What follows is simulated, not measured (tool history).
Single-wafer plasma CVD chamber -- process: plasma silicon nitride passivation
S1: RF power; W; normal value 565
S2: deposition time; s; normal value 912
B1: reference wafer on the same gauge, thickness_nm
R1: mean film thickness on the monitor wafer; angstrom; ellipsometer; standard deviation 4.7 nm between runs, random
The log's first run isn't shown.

run,hour,S1,S2,B1,R1
2,27.5,565,838,1159.603,13061.01
3,72.8,565,838,1160.263,13059.82
4,123.9,565,912,1159.711,14147.99
5,157.1,565,912,1159.692,14100.4
6,355.4,565,912,1159.882,14202.39
7,422.4,565,912,1160.701,14141.21
8,452.6,565,912,1159.085,14154.21
9,515.7,565,912,1159.695,14142.82
10,552.6,565,912,1160.619,14131.1
11,712.1,640,912,1160.053,14649.77
12,740.2,640,912,1159.847,14595.01
13,774.5,565,987,1160.373,15304.07
14,819.1,600,912,1160.203,14431.18
15,891,485,840,1160.675,12521.5
16,931.5,485,840,1160.947,12507.33
17,965.5,520,912,1160.458,13768.77
18,1011.7,520,912,1159.288,13840.84
19,1043,520,912,1160.705,13895.56
20,1102.5,565,912,1159.832,14065.25
21,1148.3,565,912,1160.308,14087.44
22,1188,485,840,1160.337,12400.09
23,1212.7,650,791,1160.724,12835.42
# hour 1227: RF generator calibrated
24,1309.9,565,912,1159.614,14136.48
25,1336.4,565,912,1160.867,14188.73
26,1371,500,1040,1161.025,15643.45

Run 27 comes next. What will it give?
# hour 1411.3: showerhead replaced
27,1421,610,996,?,?

B1: 1159.78
R1: 15827.86 angstrom
If the tool had no hidden condition, the same run with the same run-to-run variation would have returned R1 15827.86 angstrom.

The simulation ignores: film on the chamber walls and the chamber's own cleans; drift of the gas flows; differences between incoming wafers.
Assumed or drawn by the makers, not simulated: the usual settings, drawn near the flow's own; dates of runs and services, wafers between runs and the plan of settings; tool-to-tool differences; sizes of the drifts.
